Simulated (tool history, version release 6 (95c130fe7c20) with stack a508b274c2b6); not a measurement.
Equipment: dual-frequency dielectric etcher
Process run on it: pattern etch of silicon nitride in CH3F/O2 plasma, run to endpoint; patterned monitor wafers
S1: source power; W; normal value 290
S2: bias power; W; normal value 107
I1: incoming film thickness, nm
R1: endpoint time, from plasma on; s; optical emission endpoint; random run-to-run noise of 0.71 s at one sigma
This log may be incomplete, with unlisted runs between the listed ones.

run,hour,S1,S2,I1,R1
1,0,330,101,90,98.7
2,27.7,290,91,89.9,108.5
3,43.3,290,91,89.7,108.2
4,56,290,107,90.8,101.6
5,69.7,290,107,90.7,101.9
6,109.7,290,107,89.5,101.3
7,133,310,87,90.1,110.4
# hour 158.3: source power generator calibrated
8,168.7,290,107,91.1,103.6
9,184.4,250,98,90.1,114.8
10,210.4,250,98,89.4,112.7
11,229.8,250,98,89.8,114
12,243.5,290,100,90.1,106.8
13,270.9,290,100,90.6,107.7
14,296.3,240,80,90.8,127.8
15,325.4,330,86,91.7,112.7
16,343.1,320,107,90.8,101
# hour 382: wet clean of the chamber
17,382.5,250,98,90.4,110.1
18,402.3,290,121,90.3,94.6
# hour 416.9: bias power generator calibrated
19,417.2,290,107,90.4,98.4
20,434.7,260,107,91.2,105.6
21,459.4,340,85,90.2,103.6
22,490.1,290,107,91.2,101.6
23,509.5,260,122,89.9,99.4
24,545.4,310,84,91.1,110.8
25,577.9,290,107,90.3,101.3
26,590.5,290,97,90.1,105.4
# hour 632: upper electrode replaced
27,632.5,230,83,89.8,124.7
28,632.9,290,107,90.3,102
29,647,340,90,90.3,104
30,678.8,350,94,90.7,101.6
31,712.3,290,86,90.3,113.2
32,736.8,290,107,90.9,103.6
33,769.3,290,107,90.7,102.9
34,819,290,107,91.1,105.3
35,847.7,290,107,90.6,104.3

Alternative continuations, all from the tool just after run 35; predict every row:
A,848.2,270,107,89.7,?
B,848.2,350,107,89.7,?
C,848.2,310,107,89.7,?
D,848.2,260,114,89.7,?

run,R1
A,106.7
B,96.4
C,101
D,105.3
Without the tool's unlogged condition, the same runs would have read:
run,R1
A,101.1
B,91.3
C,95.7
D,99.7
